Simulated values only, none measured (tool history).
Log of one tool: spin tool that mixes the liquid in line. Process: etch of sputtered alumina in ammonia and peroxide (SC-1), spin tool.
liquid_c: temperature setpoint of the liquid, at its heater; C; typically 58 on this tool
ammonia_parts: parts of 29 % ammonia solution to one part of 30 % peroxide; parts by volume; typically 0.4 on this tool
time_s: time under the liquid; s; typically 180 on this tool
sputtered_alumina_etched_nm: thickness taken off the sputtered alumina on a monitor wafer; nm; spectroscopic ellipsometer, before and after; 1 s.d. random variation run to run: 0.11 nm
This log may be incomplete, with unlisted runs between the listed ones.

run	hour	liquid_c	ammonia_parts	time_s	wafers since the last listed run	hours since the thermometer was replaced	hours since the ammonia flow meter was replaced	hours since the heated supply line was repaired	hours since the drum of ammonia solution was connected	hours since the gauge calibration	read-back film thickness of the sputtered alumina reference wafer, read on the same gauge (nm)	sputtered_alumina_etched_nm
1	0	58	0.4	180	0	597.6	1782.5	2408.4	601.9	266.8	149.99	14.54
2	20.7	58	0.4	180	181	618.3	1803.2	2429.1	622.6	287.5	149.99	14.72
3	42.6	64	0.4	180	191	640.2	1825.1	2451	644.5	309.4	150.02	19.74
4	78.6	65.5	0.4	180	315	676.2	1861.1	2487	680.5	345.4	150.01	21.33
5	111.3	65.5	0.4	180	286	708.9	1893.8	2519.7	713.2	378.1	150.02	21.61
6	129.2	55.5	0.4	180	156	726.8	1911.7	2537.6	731.1	396	150	12.93
# hour 130.6: heated supply line repaired
# hour 140: thermometer replaced
7	146.7	58	0.4	180	135	6.7	1929.2	16.1	748.6	413.5	149.99	13.99
8	173.4	58	0.4	180	233	33.4	1955.9	42.8	775.3	440.2	149.99	14.07
9	192.9	58	0.4	180	170	52.9	1975.4	62.3	794.8	459.7	150	14.26
# hour 193.3: gauge calibrated
10	211.5	58	0.25	180	162	71.5	1994	80.9	813.4	18.2	150	13.54
11	242.2	58	0.4	180	268	102.2	2024.7	111.6	844.1	48.9	150	14.13
12	268.5	58	0.4	180	230	128.5	2051	137.9	870.4	75.2	149.98	14.27
13	286.7	48.5	0.5	260	159	146.7	2069.2	156.1	888.6	93.4	150.01	12.52
14	301	58	0.4	130	125	161	2083.5	170.4	902.9	107.7	149.98	10.28
# hour 316.2: ammonia flow meter replaced
15	386	51.5	0.5	180	735	246	69.8	255.4	987.9	192.7	149.99	10.28
# hour 420: new drum of ammonia solution connected
16	420.5	58	0.25	90	293	280.5	104.3	289.9	0.5	227.2	150.02	6.95
17	439.7	58	0.6	145	168	299.7	123.5	309.1	19.7	246.4	150.04	11.91
18	470.8	65	0.35	180	272	330.8	154.6	340.2	50.8	277.5	149.98	20.12
19	498.4	58	0.25	255	241	358.4	182.2	367.8	78.4	305.1	150	19.49
20	525.3	49.5	0.3	215	235	385.3	209.1	394.7	105.3	332	149.99	10.64
21	547.5	58	0.4	180	194	407.5	231.3	416.9	127.5	354.2	149.99	14.64
22	567.6	62	0.55	265	175	427.6	251.4	437	147.6	374.3	149.99	26.87
23	591.6	61	0.5	180	210	451.6	275.4	461	171.6	398.3	149.99	17.47
24	613	55.5	0.5	250	187	473	296.8	482.4	193	419.7	150	18.11

Each row is a separate what-if for the run after 24, all from the same tool condition, not one after another. Results?
A	613.5	58	0.4	245	4	473.5	297.3	482.9	193.5	420.2	?	?
B	613.5	52	0.35	180	4	473.5	297.3	482.9	193.5	420.2	?	?
C	613.5	64.5	0.4	180	4	473.5	297.3	482.9	193.5	420.2	?	?
D	613.5	54.5	0.5	130	4	473.5	297.3	482.9	193.5	420.2	?	?
E	613.5	50.5	0.4	180	4	473.5	297.3	482.9	193.5	420.2	?	?

run	read-back film thickness of the sputtered alumina reference wafer, read on the same gauge (nm)	sputtered_alumina_etched_nm
A	150.01	20
B	150.01	10.56
C	150.01	20.43
D	150.01	9.02
E	150.01	9.86
Without the tool's unlogged condition, the same runs would have read:
run	sputtered_alumina_etched_nm
A	19.33
B	10.2
C	19.78
D	8.71
E	9.51
